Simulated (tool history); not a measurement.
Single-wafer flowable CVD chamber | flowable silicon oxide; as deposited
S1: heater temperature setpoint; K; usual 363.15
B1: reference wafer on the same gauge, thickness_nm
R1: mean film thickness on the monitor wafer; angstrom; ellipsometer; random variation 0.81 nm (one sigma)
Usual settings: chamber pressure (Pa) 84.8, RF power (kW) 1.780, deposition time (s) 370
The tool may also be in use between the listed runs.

run 1 hour=0.0 | S1=363.15 chamber_pressure_(Pa)=84.8 RF_power_(kW)=1.780 deposition_time_(s)=424 | B1=252.134 | R1=2308.37
run 2 hour=23.4 | S1=363.15 chamber_pressure_(Pa)=84.8 RF_power_(kW)=1.780 deposition_time_(s)=424 | B1=251.894 | R1=2285.94
run 3 hour=50.4 | S1=363.15 chamber_pressure_(Pa)=84.8 RF_power_(kW)=1.780 deposition_time_(s)=424 | B1=252.290 | R1=2265.24
run 4 hour=82.4 | S1=363.15 chamber_pressure_(Pa)=84.8 RF_power_(kW)=1.780 deposition_time_(s)=370 | B1=252.087 | R1=1981.00
run 5 hour=95.8 | S1=363.15 chamber_pressure_(Pa)=84.8 RF_power_(kW)=1.780 deposition_time_(s)=370 | B1=251.853 | R1=1970.08
run 6 hour=120.1 | S1=363.15 chamber_pressure_(Pa)=96.1 RF_power_(kW)=1.780 deposition_time_(s)=336 | B1=251.961 | R1=2045.85
-- hour=146.3 RF generator calibrated
run 7 hour=150.6 | S1=363.15 chamber_pressure_(Pa)=84.8 RF_power_(kW)=1.780 deposition_time_(s)=370 | B1=252.026 | R1=1953.72
run 8 hour=172.8 | S1=363.15 chamber_pressure_(Pa)=84.8 RF_power_(kW)=1.780 deposition_time_(s)=370 | B1=252.176 | R1=1944.85
-- hour=192.5 capacitance manometer re-zeroed and calibrated
-- hour=198.9 thermocouple changed; heater temperature recalibrated
run 9 hour=199.4 | S1=354.15 chamber_pressure_(Pa)=84.8 RF_power_(kW)=1.430 deposition_time_(s)=370 | B1=251.894 | R1=2212.03
run 10 hour=203.7 | S1=363.15 chamber_pressure_(Pa)=93.9 RF_power_(kW)=1.780 deposition_time_(s)=370 | B1=251.758 | R1=1882.41
-- hour=217.4 gauge calibrated
run 11 hour=236.0 | S1=374.15 chamber_pressure_(Pa)=99.6 RF_power_(kW)=1.780 deposition_time_(s)=315 | B1=252.005 | R1=1131.71
-- hour=244.8 showerhead replaced
-- hour=256.8 thermocouple changed; heater temperature recalibrated, repeated, since the last time left the tool worse
run 12 hour=269.0 | S1=374.15 chamber_pressure_(Pa)=65.7 RF_power_(kW)=2.045 deposition_time_(s)=305 | B1=251.884 | R1=984.36
run 13 hour=281.1 | S1=363.15 chamber_pressure_(Pa)=84.8 RF_power_(kW)=2.050 deposition_time_(s)=370 | B1=251.993 | R1=2354.15
run 14 hour=316.8 | S1=354.15 chamber_pressure_(Pa)=84.8 RF_power_(kW)=1.430 deposition_time_(s)=370 | B1=251.861 | R1=2860.03

5 ways to go on from here, each from the tool as it stands after run 14. What would each give?
run A hour=317.3 | S1=363.15 chamber_pressure_(Pa)=84.8 RF_power_(kW)=1.780 deposition_time_(s)=370 | B1=? | R1=?
run B hour=317.3 | S1=363.15 chamber_pressure_(Pa)=84.8 RF_power_(kW)=1.970 deposition_time_(s)=370 | B1=? | R1=?
run C hour=317.3 | S1=363.15 chamber_pressure_(Pa)=84.8 RF_power_(kW)=1.690 deposition_time_(s)=370 | B1=? | R1=?
run D hour=317.3 | S1=375.15 chamber_pressure_(Pa)=84.8 RF_power_(kW)=1.780 deposition_time_(s)=428 | B1=? | R1=?
run E hour=317.3 | S1=356.15 chamber_pressure_(Pa)=70.0 RF_power_(kW)=2.025 deposition_time_(s)=389 | B1=? | R1=?

run=A B1=251.911 R1=2249.10
run=B B1=251.911 R1=2307.97
run=C B1=251.911 R1=2214.02
run=D B1=251.911 R1=1648.78
run=E B1=251.911 R1=2556.33
Without the tool's hidden state the same runs would have given:
run=A R1=2268.28
run=B R1=2327.65
run=C R1=2232.90
run=D R1=1662.62
run=E R1=2575.79
